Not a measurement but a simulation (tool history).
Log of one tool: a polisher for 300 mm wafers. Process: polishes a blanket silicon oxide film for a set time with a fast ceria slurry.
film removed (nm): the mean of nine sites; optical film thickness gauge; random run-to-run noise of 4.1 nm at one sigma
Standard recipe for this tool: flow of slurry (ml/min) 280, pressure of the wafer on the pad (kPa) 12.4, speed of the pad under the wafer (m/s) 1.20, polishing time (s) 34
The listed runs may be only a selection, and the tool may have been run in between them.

| run | hour | flow of slurry (ml/min) | pressure of the wafer on the pad (kPa) | speed of the pad under the wafer (m/s) | polishing time (s) | incoming thickness of the incoming film, nm | film removed (nm) |
|---|---|---|---|---|---|---|---|
| 1 | 0.0 | 280 | 12.4 | 1.50 | 34 | 1507.6 | 533.7 |
| 2 | 15.0 | 280 | 12.4 | 1.50 | 34 | 1508.6 | 521.5 |
| 3 | 29.9 | 280 | 12.4 | 1.20 | 34 | 1506.2 | 421.6 |
| 4 | 37.9 | 280 | 12.4 | 1.20 | 34 | 1484.2 | 420.0 |
| 5 | 54.6 | 280 | 14.5 | 1.38 | 34 | 1510.5 | 569.2 |
| 6 | 71.7 | 280 | 14.5 | 1.38 | 34 | 1520.1 | 560.6 |
|  | 80.6 | worn pad replaced by a new one |
| 7 | 85.2 | 280 | 12.4 | 1.20 | 25 | 1523.6 | 305.4 |
| 8 | 98.8 | 280 | 12.4 | 1.20 | 25 | 1538.4 | 306.9 |
| 9 | 109.3 | 280 | 12.4 | 1.20 | 34 | 1520.8 | 416.0 |
| 10 | 129.7 | 280 | 12.4 | 1.20 | 34 | 1505.9 | 416.5 |
| 11 | 141.0 | 280 | 14.5 | 1.38 | 34 | 1495.4 | 561.3 |
|  | 145.6 | slurry nozzle cleaned |
| 12 | 152.7 | 280 | 12.4 | 1.50 | 34 | 1509.1 | 559.8 |
|  | 169.5 | worn pad replaced by a new one |
| 13 | 170.2 | 320 | 11.0 | 0.96 | 34 | 1522.0 | 324.2 |
| 14 | 183.7 | 375 | 16.5 | 1.20 | 34 | 1503.7 | 604.5 |
|  | 190.6 | head pressure recalibrated |
| 15 | 199.8 | 350 | 16.5 | 0.86 | 34 | 1510.6 | 433.6 |
| 16 | 216.2 | 320 | 14.5 | 1.20 | 34 | 1508.4 | 515.3 |
| 17 | 230.0 | 325 | 14.5 | 1.20 | 40 | 1511.9 | 613.4 |
| 18 | 239.4 | 355 | 12.4 | 1.52 | 24 | 1496.2 | 405.5 |
|  | 262.5 | worn pad replaced by a new one |
| 19 | 263.0 | 240 | 14.5 | 1.20 | 24 | 1497.2 | 346.3 |
| 20 | 269.0 | 280 | 12.4 | 1.20 | 27 | 1491.0 | 350.7 |

Alternative continuations, all from the tool just after run 20; predict every row:
| A | 269.4 | 280 | 12.4 | 1.20 | 34 | 1499.6 | ? |
| B | 269.4 | 280 | 11.0 | 0.80 | 24 | 1499.6 | ? |
| C | 269.4 | 280 | 12.4 | 1.20 | 41 | 1499.6 | ? |
| D | 269.4 | 195 | 12.4 | 1.02 | 34 | 1499.6 | ? |
| E | 269.4 | 280 | 15.9 | 1.42 | 39 | 1499.6 | ? |

| run | film removed (nm) |
|---|---|
| A | 443.8 |
| B | 186.6 |
| C | 535.1 |
| D | 354.9 |
| E | 762.5 |
Without the tool's hidden state the same runs would have given:
| run | film removed (nm) |
|---|---|
| A | 461.7 |
| B | 194.2 |
| C | 556.8 |
| D | 375.6 |
| E | 793.4 |
